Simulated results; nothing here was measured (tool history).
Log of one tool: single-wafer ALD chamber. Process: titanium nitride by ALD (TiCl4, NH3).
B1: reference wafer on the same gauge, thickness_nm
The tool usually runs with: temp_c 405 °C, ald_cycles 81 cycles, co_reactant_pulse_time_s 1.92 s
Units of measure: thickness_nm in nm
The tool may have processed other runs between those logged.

Run 1, hour 0: usual settings; B1 1.589. Result: thickness_nm 1.779 nm.
Run 2, hour 69: usual settings; B1 1.59. Result: thickness_nm 1.785 nm.
Run 3, hour 120.1: usual settings but co_reactant_pulse_time_s 1.62 s; B1 1.592. Result: thickness_nm 1.776 nm.
Run 4, hour 165: usual settings but co_reactant_pulse_time_s 1.62 s; B1 1.593. Result: thickness_nm 1.775 nm.
Run 5, hour 207.2: usual settings but temp_c 416 °C; B1 1.594. Result: thickness_nm 1.796 nm.
Run 6, hour 257.6: usual settings; B1 1.595. Result: thickness_nm 1.791 nm.
Run 7, hour 307.3: usual settings; B1 1.598. Result: thickness_nm 1.788 nm.
At hour 351.1: showerhead replaced.
Run 8, hour 351.6: usual settings; B1 1.599. Result: thickness_nm 1.794 nm.

Expected results for the next run?
Run 9, hour 410.8: usual settings but co_reactant_pulse_time_s 1.19 s; B1 ?. Result: thickness_nm ?.

Run 9 came out at B1 1.6, thickness_nm 1.763 nm.
With no hidden state in the tool, this same run would have given thickness_nm 1.741 nm.
